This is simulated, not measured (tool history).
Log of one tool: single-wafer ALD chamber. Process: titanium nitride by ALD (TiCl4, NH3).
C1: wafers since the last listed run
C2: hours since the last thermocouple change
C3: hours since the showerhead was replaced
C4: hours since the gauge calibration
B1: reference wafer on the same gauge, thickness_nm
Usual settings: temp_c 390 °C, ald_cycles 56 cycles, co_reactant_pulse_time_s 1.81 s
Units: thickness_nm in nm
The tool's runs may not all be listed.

Run 1, hour 0.0: usual settings; C1 0; C2 1147.8; C3 4271.7; C4 753.2; B1 1.279. Result: thickness_nm 1.250 nm.
Run 2, hour 47.6: usual settings but co_reactant_pulse_time_s 2.12 s; C1 252; C2 1195.4; C3 4319.3; C4 800.8; B1 1.280. Result: thickness_nm 1.260 nm.
Run 3, hour 126.0: usual settings but co_reactant_pulse_time_s 1.54 s; C1 416; C2 1273.8; C3 4397.7; C4 879.2; B1 1.281. Result: thickness_nm 1.231 nm.
At hour 169.4: thermocouple changed; heater temperature recalibrated.
Run 4, hour 225.9: usual settings; C1 487; C2 56.5; C3 4497.6; C4 979.1; B1 1.281. Result: thickness_nm 1.247 nm.
Run 5, hour 291.3: usual settings; C1 347; C2 121.9; C3 4563.0; C4 1044.5; B1 1.280. Result: thickness_nm 1.244 nm.
Run 6, hour 362.0: usual settings; C1 375; C2 192.6; C3 4633.7; C4 1115.2; B1 1.280. Result: thickness_nm 1.252 nm.
Run 7, hour 408.1: usual settings; C1 244; C2 238.7; C3 4679.8; C4 1161.3; B1 1.280. Result: thickness_nm 1.241 nm.
Run 8, hour 513.7: usual settings; C1 560; C2 344.3; C3 4785.4; C4 1266.9; B1 1.282. Result: thickness_nm 1.237 nm.
Run 9, hour 555.3: usual settings; C1 220; C2 385.9; C3 4827.0; C4 1308.5; B1 1.280. Result: thickness_nm 1.243 nm.
Run 10, hour 600.5: usual settings but temp_c 384 °C; C1 239; C2 431.1; C3 4872.2; C4 1353.7; B1 1.281. Result: thickness_nm 1.233 nm.
Run 11, hour 653.7: usual settings but temp_c 384 °C; C1 282; C2 484.3; C3 4925.4; C4 1406.9; B1 1.280. Result: thickness_nm 1.238 nm.
Run 12, hour 760.2: usual settings; C1 565; C2 590.8; C3 5031.9; C4 1513.4; B1 1.279. Result: thickness_nm 1.244 nm.
Run 13, hour 844.7: usual settings; C1 448; C2 675.3; C3 5116.4; C4 1597.9; B1 1.280. Result: thickness_nm 1.246 nm.
Run 14, hour 929.6: usual settings; C1 450; C2 760.2; C3 5201.3; C4 1682.8; B1 1.280. Result: thickness_nm 1.240 nm.
Run 15, hour 976.7: usual settings; C1 250; C2 807.3; C3 5248.4; C4 1729.9; B1 1.280. Result: thickness_nm 1.244 nm.
Run 16, hour 1076.4: usual settings; C1 529; C2 907.0; C3 5348.1; C4 1829.6; B1 1.280. Result: thickness_nm 1.246 nm.
Run 17, hour 1179.9: usual settings; C1 549; C2 1010.5; C3 5451.6; C4 1933.1; B1 1.281. Result: thickness_nm 1.244 nm.
Run 18, hour 1434.6: usual settings; C1 1352; C2 1265.2; C3 5706.3; C4 2187.8; B1 1.280. Result: thickness_nm 1.242 nm.
Run 19, hour 1646.0: usual settings; C1 1122; C2 1476.6; C3 5917.7; C4 2399.2; B1 1.280. Result: thickness_nm 1.246 nm.
Run 20, hour 1751.1: usual settings; C1 558; C2 1581.7; C3 6022.8; C4 2504.3; B1 1.280. Result: thickness_nm 1.237 nm.
At hour 1834.4: thermocouple changed; heater temperature recalibrated.
Run 21, hour 1850.0: usual settings but temp_c 384 °C, ald_cycles 60 cycles, co_reactant_pulse_time_s 1.26 s; C1 482; C2 15.6; C3 6121.7; C4 2603.2; B1 1.280. Result: thickness_nm 1.279 nm.
Run 22, hour 1942.4: usual settings but temp_c 376 °C, co_reactant_pulse_time_s 1.61 s; C1 490; C2 108.0; C3 6214.1; C4 2695.6; B1 1.280. Result: thickness_nm 1.214 nm.
Run 23, hour 2025.2: usual settings; C1 439; C2 190.8; C3 6296.9; C4 2778.4; B1 1.279. Result: thickness_nm 1.246 nm.
Run 24, hour 2063.4: usual settings but temp_c 403 °C, ald_cycles 65 cycles, co_reactant_pulse_time_s 2.07 s; C1 202; C2 229.0; C3 6335.1; C4 2816.6; B1 1.280. Result: thickness_nm 1.472 nm.
At hour 2073.5: showerhead replaced.
Run 25, hour 2123.9: usual settings but ald_cycles 45 cycles, co_reactant_pulse_time_s 2.01 s; C1 278; C2 289.5; C3 50.4; C4 2877.1; B1 1.281. Result: thickness_nm 1.006 nm.
Run 26, hour 2205.2: usual settings; C1 431; C2 370.8; C3 131.7; C4 2958.4; B1 1.281. Result: thickness_nm 1.246 nm.
Run 27, hour 2289.5: usual settings but temp_c 400 °C, ald_cycles 52 cycles, co_reactant_pulse_time_s 1.31 s; C1 447; C2 455.1; C3 216.0; C4 3042.7; B1 1.278. Result: thickness_nm 1.138 nm.
Run 28, hour 2339.6: usual settings but temp_c 385 °C; C1 266; C2 505.2; C3 266.1; C4 3092.8; B1 1.281. Result: thickness_nm 1.239 nm.
Run 29, hour 2405.4: usual settings but ald_cycles 65 cycles, co_reactant_pulse_time_s 1.46 s; C1 349; C2 571.0; C3 331.9; C4 3158.6; B1 1.279. Result: thickness_nm 1.425 nm.
Run 30, hour 2497.1: usual settings but temp_c 396 °C; C1 486; C2 662.7; C3 423.6; C4 3250.3; B1 1.278. Result: thickness_nm 1.255 nm.
Run 31, hour 2562.0: usual settings; C1 344; C2 727.6; C3 488.5; C4 3315.2; B1 1.280. Result: thickness_nm 1.245 nm.
At hour 2583.1: gauge calibrated.
Run 32, hour 2639.1: usual settings but temp_c 376 °C, co_reactant_pulse_time_s 1.15 s; C1 409; C2 804.7; C3 565.6; C4 56.0; B1 1.279. Result: thickness_nm 1.155 nm.
Run 33, hour 2738.4: usual settings but temp_c 376 °C, ald_cycles 46 cycles, co_reactant_pulse_time_s 2.45 s; C1 527; C2 904.0; C3 664.9; C4 155.3; B1 1.279. Result: thickness_nm 1.025 nm.
Run 34, hour 2791.3: usual settings but temp_c 381 °C, ald_cycles 65 cycles; C1 280; C2 956.9; C3 717.8; C4 208.2; B1 1.280. Result: thickness_nm 1.428 nm.
Run 35, hour 2870.0: usual settings but temp_c 402 °C, ald_cycles 53 cycles, co_reactant_pulse_time_s 2.19 s; C1 417; C2 1035.6; C3 796.5; C4 286.9; B1 1.281. Result: thickness_nm 1.201 nm.

Run 36 comes next. What will it give?
Run 36, hour 3016.2: usual settings but ald_cycles 46 cycles, co_reactant_pulse_time_s 1.59 s; C1 776; C2 1181.8; C3 942.7; C4 433.1; B1 ?. Result: thickness_nm ?.

B1: 1.281
thickness_nm: 1.011 nm
Without the tool's hidden state the same run would have given thickness_nm 1.011 nm.
